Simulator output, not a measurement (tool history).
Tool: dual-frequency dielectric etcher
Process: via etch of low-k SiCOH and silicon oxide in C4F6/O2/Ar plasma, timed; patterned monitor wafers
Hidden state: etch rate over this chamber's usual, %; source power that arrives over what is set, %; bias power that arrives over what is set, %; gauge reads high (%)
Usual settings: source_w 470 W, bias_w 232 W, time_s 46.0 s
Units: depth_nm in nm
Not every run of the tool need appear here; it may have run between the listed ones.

run	day	source_w	bias_w	time_s	wafers since the last listed run	hours since the last wet clean	hours since the last source power generator calibration	hours since the last bias power generator calibration	hours since the last upper electrode change	hours since the gauge calibration	read-back reference wafer on the same gauge, depth_nm	depth_nm
1	0.000	470	232	46.0	0	362.8	1391.7	2734.2	2185.8	1396.0	143.0	132.1
2	1.521	470	232	46.0	582	399.3	1428.2	2770.7	2222.3	1432.5	142.9	131.5
# day 3.629: wet clean of the chamber
3	3.650	470	232	46.0	432	0.5	1479.3	2821.8	2273.4	1483.6	142.9	134.8
4	4.808	470	232	46.0	443	28.3	1507.1	2849.6	2301.2	1511.4	143.0	134.6
5	6.467	470	232	46.0	635	68.1	1546.9	2889.4	2341.0	1551.2	143.0	134.6
6	9.083	500	199	46.0	1002	130.9	1609.7	2952.2	2403.8	1614.0	142.9	129.6
7	17.088	500	199	46.0	3065	323.0	1801.8	3144.3	2595.9	1806.1	143.0	127.9
8	18.925	500	199	46.0	703	367.1	1845.9	3188.4	2640.0	1850.2	143.0	127.9
# day 20.688: wet clean of the chamber
9	21.621	470	264	46.0	649	22.4	1910.6	3253.1	2704.7	1914.9	143.0	140.3
10	22.696	470	232	40.5	411	48.2	1936.4	3278.9	2730.5	1940.7	143.0	118.6
# day 23.642: gauge calibrated
11	25.671	470	232	40.5	1139	119.6	2007.8	3350.3	2801.9	48.7	143.0	117.8
12	26.733	470	232	40.5	406	145.1	2033.3	3375.8	2827.4	74.2	143.0	117.9
13	29.104	560	232	46.0	907	202.0	2090.2	3432.7	2884.3	131.1	143.0	138.5
14	30.896	470	232	46.0	686	245.0	2133.2	3475.7	2927.3	174.1	143.0	133.1
15	33.775	500	232	38.0	1102	314.1	2202.3	3544.8	2996.4	243.2	143.0	111.3
# day 35.646: source power generator calibrated
16	35.667	530	232	46.0	660	359.5	0.5	3590.2	3041.8	288.6	143.0	135.9
17	36.833	500	199	46.0	446	387.5	28.5	3618.2	3069.8	316.6	143.0	127.7
# day 38.788: bias power generator calibrated
# day 38.988: wet clean of the chamber
18	39.008	570	232	46.0	691	0.5	80.7	5.3	3122.0	368.8	143.0	141.7
19	40.442	520	232	46.0	548	34.9	115.1	39.7	3156.4	403.2	143.1	137.9
20	42.846	470	274	39.0	920	92.6	172.8	97.4	3214.1	460.9	143.0	119.6
21	44.150	440	249	50.5	499	123.9	204.1	128.7	3245.4	492.2	143.0	148.2
# day 46.596: upper electrode replaced
22	47.071	470	232	46.0	735	194.0	274.2	198.8	11.4	562.3	143.0	133.1
23	49.617	540	232	46.0	975	255.1	335.3	259.9	72.5	623.4	142.9	136.6
24	52.462	520	265	40.5	1089	323.4	403.6	328.2	140.8	691.7	143.0	123.9
25	55.275	470	232	46.0	1077	390.9	471.1	395.7	208.3	759.2	143.0	131.3
# day 56.779: wet clean of the chamber
26	61.342	470	275	46.0	1940	109.5	616.7	541.3	353.9	904.8	143.0	140.7
27	63.004	470	232	38.0	636	149.4	656.6	581.2	393.8	944.7	143.0	109.7
28	64.367	430	232	56.0	521	182.1	689.3	613.9	426.5	977.4	143.0	157.6

Alternative continuations, all from the tool just after run 28; predict every row:
A	64.383	470	232	46.0	6	182.5	689.7	614.3	426.9	977.8	?	?
B	64.383	470	232	35.0	6	182.5	689.7	614.3	426.9	977.8	?	?
C	64.383	440	232	46.0	6	182.5	689.7	614.3	426.9	977.8	?	?
D	64.383	400	285	53.0	6	182.5	689.7	614.3	426.9	977.8	?	?
E	64.383	470	261	46.0	6	182.5	689.7	614.3	426.9	977.8	?	?

run	read-back reference wafer on the same gauge, depth_nm	depth_nm
A	143.1	132.3
B	143.1	100.7
C	143.1	130.4
D	143.1	156.5
E	143.1	137.1
Without the tool's unlogged condition, the same runs would have read:
run	depth_nm
A	134.8
B	102.6
C	132.8
D	159.5
E	139.6
